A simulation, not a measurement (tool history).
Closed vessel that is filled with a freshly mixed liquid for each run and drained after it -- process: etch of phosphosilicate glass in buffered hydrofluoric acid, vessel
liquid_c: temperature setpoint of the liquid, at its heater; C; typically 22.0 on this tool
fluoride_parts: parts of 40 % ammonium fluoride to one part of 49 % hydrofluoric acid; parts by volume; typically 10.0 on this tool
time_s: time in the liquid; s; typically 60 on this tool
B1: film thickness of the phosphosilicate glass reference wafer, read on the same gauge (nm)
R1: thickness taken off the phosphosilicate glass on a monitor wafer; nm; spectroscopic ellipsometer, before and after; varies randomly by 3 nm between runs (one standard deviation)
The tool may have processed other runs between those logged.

run 1 hour=0.0 | liquid_c=19.0 fluoride_parts=10.0 time_s=60 | B1=38.43 | R1=259.74
run 2 hour=36.7 | liquid_c=19.0 fluoride_parts=10.0 time_s=60 | B1=38.42 | R1=261.76
run 3 hour=93.4 | liquid_c=19.0 fluoride_parts=10.0 time_s=60 | B1=38.35 | R1=260.51
run 4 hour=161.4 | liquid_c=22.0 fluoride_parts=10.0 time_s=60 | B1=38.32 | R1=304.31
run 5 hour=202.9 | liquid_c=22.0 fluoride_parts=13.0 time_s=60 | B1=38.29 | R1=236.15
run 6 hour=250.0 | liquid_c=23.0 fluoride_parts=10.0 time_s=60 | B1=38.31 | R1=323.31
run 7 hour=279.0 | liquid_c=22.0 fluoride_parts=10.0 time_s=60 | B1=38.30 | R1=308.99
run 8 hour=325.5 | liquid_c=22.0 fluoride_parts=10.0 time_s=60 | B1=38.27 | R1=299.73
run 9 hour=367.2 | liquid_c=22.0 fluoride_parts=10.0 time_s=60 | B1=38.26 | R1=304.60
run 10 hour=408.6 | liquid_c=22.0 fluoride_parts=10.0 time_s=35 | B1=38.24 | R1=174.72
run 11 hour=443.7 | liquid_c=22.0 fluoride_parts=10.0 time_s=35 | B1=38.22 | R1=177.32
run 12 hour=486.8 | liquid_c=22.0 fluoride_parts=10.0 time_s=60 | B1=38.22 | R1=304.66
-- hour=491.2 gauge calibrated
run 13 hour=512.8 | liquid_c=22.0 fluoride_parts=10.0 time_s=60 | B1=40.03 | R1=320.02
run 14 hour=579.2 | liquid_c=22.0 fluoride_parts=8.5 time_s=60 | B1=39.75 | R1=357.16
run 15 hour=643.5 | liquid_c=22.0 fluoride_parts=10.0 time_s=60 | B1=39.48 | R1=311.66
run 16 hour=687.6 | liquid_c=19.0 fluoride_parts=10.0 time_s=60 | B1=39.32 | R1=269.36
run 17 hour=726.3 | liquid_c=20.0 fluoride_parts=10.0 time_s=45 | B1=39.26 | R1=213.27
run 18 hour=760.0 | liquid_c=22.0 fluoride_parts=10.0 time_s=60 | B1=39.14 | R1=314.68
-- hour=772.1 hydrofluoric acid flow meter replaced
run 19 hour=809.9 | liquid_c=24.0 fluoride_parts=7.5 time_s=75 | B1=39.01 | R1=572.78
run 20 hour=863.5 | liquid_c=25.5 fluoride_parts=9.0 time_s=60 | B1=38.91 | R1=400.07
-- hour=1030.9 thermometer replaced
run 21 hour=1059.0 | liquid_c=18.0 fluoride_parts=10.0 time_s=60 | B1=38.65 | R1=249.47
run 22 hour=1084.5 | liquid_c=22.0 fluoride_parts=8.5 time_s=85 | B1=38.60 | R1=497.69
run 23 hour=1143.1 | liquid_c=20.0 fluoride_parts=10.0 time_s=60 | B1=38.54 | R1=275.22
run 24 hour=1211.8 | liquid_c=18.5 fluoride_parts=11.5 time_s=60 | B1=38.48 | R1=220.36
run 25 hour=1265.3 | liquid_c=17.5 fluoride_parts=7.5 time_s=60 | B1=38.45 | R1=308.83
run 26 hour=1323.2 | liquid_c=22.0 fluoride_parts=12.0 time_s=60 | B1=38.42 | R1=257.60
run 27 hour=1387.2 | liquid_c=22.0 fluoride_parts=10.0 time_s=60 | B1=38.37 | R1=311.29

Below are 3 alternative next runs, each starting from the tool's condition after run 27. Predict each:
run A hour=1387.9 | liquid_c=22.0 fluoride_parts=10.0 time_s=60 | B1=? | R1=?
run B hour=1387.9 | liquid_c=19.5 fluoride_parts=10.0 time_s=60 | B1=? | R1=?
run C hour=1387.9 | liquid_c=19.0 fluoride_parts=7.5 time_s=30 | B1=? | R1=?

run=A B1=38.38 R1=303.49
run=B B1=38.38 R1=264.04
run=C B1=38.38 R1=167.15
Without the tool's unlogged condition, the same runs would have read:
run=A R1=316.32
run=B R1=275.20
run=C R1=174.22
